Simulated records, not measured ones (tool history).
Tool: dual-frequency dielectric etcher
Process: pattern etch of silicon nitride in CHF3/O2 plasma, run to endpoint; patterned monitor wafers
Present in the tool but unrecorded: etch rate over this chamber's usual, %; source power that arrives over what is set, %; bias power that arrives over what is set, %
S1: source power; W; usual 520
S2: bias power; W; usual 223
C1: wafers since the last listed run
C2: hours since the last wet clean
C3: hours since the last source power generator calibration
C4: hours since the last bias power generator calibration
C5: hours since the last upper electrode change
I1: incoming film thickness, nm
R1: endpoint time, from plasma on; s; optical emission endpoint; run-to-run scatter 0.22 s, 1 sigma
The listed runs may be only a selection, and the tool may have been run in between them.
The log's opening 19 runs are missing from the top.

run 20 hour=1534.9 | S1=470 S2=196 | C1=715 C2=594.9 C3=602 C4=916.3 C5=1043.1 | I1=97.8 | R1=70.7
run 21 hour=1589.2 | S1=600 S2=174 | C1=961 C2=649.2 C3=656.3 C4=970.6 C5=1097.4 | I1=97.3 | R1=67.5
-- hour=1624.6 wet clean of the chamber
run 22 hour=1630.7 | S1=590 S2=173 | C1=309 C2=6.1 C3=697.8 C4=1012.1 C5=1138.9 | I1=98.1 | R1=68.2
run 23 hour=1727.3 | S1=600 S2=247 | C1=1709 C2=102.7 C3=794.4 C4=1108.7 C5=1235.5 | I1=97.9 | R1=55.3
run 24 hour=1826.4 | S1=400 S2=242 | C1=1754 C2=201.8 C3=893.5 C4=1207.8 C5=1334.6 | I1=99 | R1=69
run 25 hour=1911.5 | S1=590 S2=168 | C1=1506 C2=286.9 C3=978.6 C4=1292.9 C5=1419.7 | I1=98.6 | R1=70.2
run 26 hour=1992.1 | S1=400 S2=254 | C1=1426 C2=367.5 C3=1059.2 C4=1373.5 C5=1500.3 | I1=98.8 | R1=66.9
run 27 hour=2054.7 | S1=520 S2=223 | C1=1108 C2=430.1 C3=1121.8 C4=1436.1 C5=1562.9 | I1=97.5 | R1=62.2
run 28 hour=2141.7 | S1=590 S2=260 | C1=1539 C2=517.1 C3=1208.8 C4=1523.1 C5=1649.9 | I1=98 | R1=54.4
run 29 hour=2180.7 | S1=610 S2=249 | C1=690 C2=556.1 C3=1247.8 C4=1562.1 C5=1688.9 | I1=99.4 | R1=55.9
-- hour=2258.3 wet clean of the chamber
run 30 hour=2258.8 | S1=590 S2=255 | C1=957 C2=0.5 C3=1325.9 C4=1640.2 C5=1767 | I1=97.6 | R1=54.9

Expected results for the next run?
run 31 hour=2364.7 | S1=590 S2=260 | C1=1874 C2=106.4 C3=1431.8 C4=1746.1 C5=1872.9 | I1=98.3 | R1=?

Logged for run 31: R1 55.1 s.
Were there no unlogged condition in the tool, this run, its random variation unchanged, would have produced R1 55.1 s.
